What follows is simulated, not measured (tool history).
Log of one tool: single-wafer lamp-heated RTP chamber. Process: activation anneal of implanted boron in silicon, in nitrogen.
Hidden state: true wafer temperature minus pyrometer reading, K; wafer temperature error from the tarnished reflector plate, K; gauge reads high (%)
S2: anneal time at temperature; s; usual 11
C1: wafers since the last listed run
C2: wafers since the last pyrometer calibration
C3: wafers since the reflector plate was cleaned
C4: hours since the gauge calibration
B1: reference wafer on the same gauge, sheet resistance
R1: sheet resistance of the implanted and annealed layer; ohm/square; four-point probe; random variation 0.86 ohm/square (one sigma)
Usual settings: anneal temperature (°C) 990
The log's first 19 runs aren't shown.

Run 20, hour 1238.2: usual settings but anneal temperature (°C) 1016; C1 783; C2 1346; C3 7015; C4 2340.4; B1 178.20. Result: R1 149.22 ohm/square.
Run 21, hour 1317.0: usual settings but anneal temperature (°C) 961, S2 17 s; C1 1118; C2 2464; C3 8133; C4 2419.2; B1 178.77. Result: R1 188.71 ohm/square.
At hour 1361.5: gauge calibrated.
At hour 1498.3: reflector plate cleaned.
Run 22, hour 1533.9: usual settings; C1 2964; C2 5429; C3 504; C4 172.4; B1 173.91. Result: R1 158.10 ohm/square.
Run 23, hour 1618.7: usual settings; C1 1203; C2 6632; C3 1708; C4 257.2; B1 174.29. Result: R1 159.17 ohm/square.
Run 24, hour 1703.1: usual settings but anneal temperature (°C) 1014, S2 15 s; C1 1197; C2 7830; C3 2905; C4 341.6; B1 174.33. Result: R1 144.84 ohm/square.
At hour 1835.3: pyrometer window cleaned and pyrometer calibrated.
Run 25, hour 1919.7: usual settings but anneal temperature (°C) 1017, S2 17 s; C1 2960; C2 1198; C3 5866; C4 558.2; B1 175.14. Result: R1 144.32 ohm/square.
Run 26, hour 1979.9: usual settings but anneal temperature (°C) 1020, S2 9 s; C1 854; C2 2052; C3 6720; C4 618.4; B1 176.06. Result: R1 147.72 ohm/square.
Run 27, hour 2080.5: usual settings but anneal temperature (°C) 1000, S2 14 s; C1 1427; C2 3480; C3 8148; C4 719.0; B1 175.69. Result: R1 152.78 ohm/square.
Run 28, hour 2133.7: usual settings; C1 754; C2 4235; C3 8903; C4 772.2; B1 176.11. Result: R1 160.80 ohm/square.
At hour 2176.1: reflector plate cleaned.
Run 29, hour 2205.0: usual settings; C1 898; C2 5133; C3 409; C4 843.5; B1 176.63. Result: R1 160.15 ohm/square.
Run 30, hour 2276.6: usual settings but S2 7 s; C1 1016; C2 6149; C3 1426; C4 915.1; B1 176.25. Result: R1 166.03 ohm/square.
Run 31, hour 2320.6: usual settings but anneal temperature (°C) 1000, S2 6 s; C1 624; C2 6773; C3 2050; C4 959.1; B1 176.19. Result: R1 160.72 ohm/square.
Run 32, hour 2427.5: usual settings but S2 13 s; C1 1517; C2 8290; C3 3567; C4 1066.0; B1 176.35. Result: R1 159.72 ohm/square.
Run 33, hour 2484.3: usual settings but S2 9 s; C1 806; C2 9096; C3 4373; C4 1122.8; B1 176.91. Result: R1 165.02 ohm/square.
At hour 2514.1: pyrometer window cleaned and pyrometer calibrated.
Run 34, hour 2578.7: usual settings but anneal temperature (°C) 1008, S2 9 s; C1 1226; C2 916; C3 5599; C4 1217.2; B1 176.77. Result: R1 152.08 ohm/square.
Run 35, hour 2672.4: usual settings but anneal temperature (°C) 1006, S2 17 s; C1 1329; C2 2246; C3 6929; C4 1310.9; B1 176.84. Result: R1 149.38 ohm/square.

5 ways to go on from here, each from the tool as it stands after run 35. What would each give?
Run A, hour 2672.8: usual settings but anneal temperature (°C) 1001; C1 5; C2 2252; C3 6935; C4 1311.3; B1 ?. Result: R1 ?.
Run B, hour 2672.8: usual settings but anneal temperature (°C) 977, S2 17 s; C1 5; C2 2252; C3 6935; C4 1311.3; B1 ?. Result: R1 ?.
Run C, hour 2672.8: usual settings but anneal temperature (°C) 1000, S2 15 s; C1 5; C2 2252; C3 6935; C4 1311.3; B1 ?. Result: R1 ?.
Run D, hour 2672.8: usual settings but anneal temperature (°C) 980, S2 8 s; C1 5; C2 2252; C3 6935; C4 1311.3; B1 ?. Result: R1 ?.
Run E, hour 2672.8: usual settings but anneal temperature (°C) 966, S2 13 s; C1 5; C2 2252; C3 6935; C4 1311.3; B1 ?. Result: R1 ?.

run      B1      R1
  A  177.22  155.12
  B  177.22  167.53
  C  177.22  152.87
  D  177.22  175.24
  E  177.22  185.49
Without the tool's hidden state the same runs would have given:
run      R1
  A  151.49
  B  163.62
  C  149.30
  D  171.14
  E  181.16
